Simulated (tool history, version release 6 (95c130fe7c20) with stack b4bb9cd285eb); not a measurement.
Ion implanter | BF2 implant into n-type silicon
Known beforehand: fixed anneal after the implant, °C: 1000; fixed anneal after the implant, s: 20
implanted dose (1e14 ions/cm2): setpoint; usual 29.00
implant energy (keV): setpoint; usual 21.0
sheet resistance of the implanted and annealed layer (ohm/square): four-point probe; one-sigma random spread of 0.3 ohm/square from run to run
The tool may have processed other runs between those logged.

| run | hour | implanted dose (1e14 ions/cm2) | implant energy (keV) | read-back reference wafer on the same gauge, sheet resistance | sheet resistance of the implanted and annealed layer (ohm/square) |
|---|---|---|---|---|---|
| 1 | 0.0 | 29.00 | 21.0 | 116.04 | 142.28 |
| 2 | 33.9 | 29.00 | 21.0 | 116.07 | 142.82 |
| 3 | 57.9 | 29.00 | 21.0 | 115.96 | 142.89 |
| 4 | 70.7 | 32.89 | 21.0 | 116.09 | 141.55 |
| 5 | 95.0 | 32.89 | 21.0 | 115.99 | 141.20 |
| 6 | 123.7 | 29.00 | 21.0 | 116.03 | 143.01 |
| 7 | 150.4 | 35.05 | 21.0 | 116.07 | 140.66 |
| 8 | 185.0 | 35.05 | 21.0 | 116.07 | 140.58 |
| 9 | 218.4 | 22.97 | 21.0 | 116.10 | 144.96 |
| 10 | 233.4 | 22.97 | 21.0 | 115.94 | 145.29 |
| 11 | 261.7 | 22.97 | 21.0 | 116.01 | 145.99 |
| 12 | 290.1 | 29.00 | 21.0 | 116.00 | 142.39 |
| 13 | 307.8 | 29.00 | 21.0 | 115.96 | 142.62 |
| 14 | 339.7 | 29.00 | 21.0 | 116.04 | 143.02 |
| 15 | 354.0 | 29.00 | 17.5 | 115.92 | 155.04 |
| 16 | 376.2 | 29.00 | 17.5 | 116.07 | 154.35 |
| 17 | 395.4 | 29.00 | 21.0 | 115.92 | 142.61 |
| 18 | 418.8 | 22.51 | 25.0 | 116.10 | 133.59 |
| 19 | 445.5 | 29.00 | 21.0 | 116.02 | 143.26 |
| 20 | 480.1 | 29.00 | 14.0 | 116.11 | 169.66 |
| 21 | 509.1 | 32.81 | 21.0 | 116.06 | 141.36 |
| 22 | 524.0 | 31.40 | 21.0 | 115.96 | 142.06 |
| 23 | 559.0 | 25.50 | 21.0 | 115.95 | 144.12 |
| 24 | 594.5 | 35.46 | 24.0 | 115.89 | 132.24 |
| 25 | 616.6 | 29.00 | 24.5 | 116.03 | 132.66 |
| 26 | 631.5 | 29.00 | 21.0 | 116.01 | 142.78 |
| 27 | 661.2 | 29.00 | 27.0 | 115.95 | 127.09 |
| 28 | 691.9 | 34.90 | 17.0 | 116.09 | 153.58 |
| 29 | 722.8 | 25.93 | 17.5 | 115.97 | 156.12 |
| 30 | 747.5 | 22.18 | 21.0 | 116.01 | 145.40 |
| 31 | 781.5 | 22.89 | 14.5 | 116.01 | 170.23 |
| 32 | 798.9 | 35.94 | 24.5 | 115.96 | 131.24 |
| 33 | 819.5 | 25.93 | 17.5 | 115.96 | 155.64 |

Not shown here: 4 entries made in the log between runs. Locate each between two listed runs and compare the hidden state at the listed run before it with the hidden state at the listed run after it:
In the gap between runs 2 and 3: gauge calibrated (hour 41.5)
  the hidden state is the same at both runs
In the gap between runs 17 and 18: extraction supply calibrated (hour 413.9)
  the hidden state is the same at both runs
In the gap between runs 18 and 19: Faraday cup replaced and dose calibrated (hour 444.7)
  the hidden state is the same at both runs
In the gap between runs 22 and 23: gauge calibrated (hour 554.7)
  the hidden state is the same at both runs
